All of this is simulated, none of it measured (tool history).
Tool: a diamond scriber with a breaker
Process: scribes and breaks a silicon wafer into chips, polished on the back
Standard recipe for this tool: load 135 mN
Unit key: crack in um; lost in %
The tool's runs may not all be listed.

run	hour	load	incoming depth of the damage left on the back of the incoming wafer, um	crack	lost
1	0	135	0.02	14.05	1.02
2	37.2	135	0.03	14.02	1.1
3	95.3	135	0.02	13.97	1.11
4	141.2	135	0.05	14.22	0.96
# hour 168: load on the tip recalibrated
5	211.6	135	0.05	13.96	1
6	262.7	135	0.01	13.89	1.11
7	309.5	151	0.01	15.2	1.76
8	357.8	147	0.02	14.83	1.53
9	481.9	107	0.03	11.96	5.29
10	550.9	107	0.05	11.84	4.6
11	615.3	107	0.01	11.83	4.62
# hour 671.1: diamond tip replaced by a new one
12	671.6	145	0.01	14.52	1.41
13	736.2	145	0.03	14.74	1.45
14	797.6	145	0.02	14.96	1.49
15	855.6	144	0.05	14.6	1.36
16	908.2	135	0.03	14.26	0.97
17	946.4	135	0.05	13.93	1.04
18	997.4	135	0.05	13.93	0.97
19	1045.9	115	0.05	12.5	2.84
20	1100.2	135	0.04	14.16	1.14
21	1152.1	119	0.04	12.59	2.2
22	1198.5	135	0.02	14.03	1.03
23	1226.2	135	0.02	13.96	1.16
24	1274.3	100	0.02	11.28	6.79
25	1330.5	167	0.05	16.09	4.28
26	1380.1	120	0.03	12.75	2.14
27	1426.9	98	0.02	11.04	8.5
28	1458	135	0.02	14.18	0.99
29	1496.2	108	0.01	12.02	4.33
30	1540.2	135	0.02	14.02	1.15
# hour 1558.9: diamond tip replaced by a new one
31	1587	156	0.03	15.66	2.35
# hour 1604.3: load on the tip recalibrated
32	1619.1	135	0.04	13.91	1.05
33	1672	135	0.02	13.93	1.09
34	1718.7	163	0.01	16.13	3.26
35	1773.8	101	0.04	11.44	6.56
36	1807.5	124	0.04	13.34	1.51
37	1879.2	97	0.03	11.04	8.36
38	1925.1	164	0.02	15.87	3.91
39	1987.8	153	0.04	15.17	2.24
40	2020.2	114	0.03	12.56	3.05
41	2085.8	96	0.03	10.85	8.46
42	2118.2	156	0.03	15.39	2.26

For each run, what was the tool's unlogged condition?
share of the diamond tip's cutting effectiveness lost through wear, %: 0 on each run
deviation of the load on the tip from its setpoint, %: 0 on each run
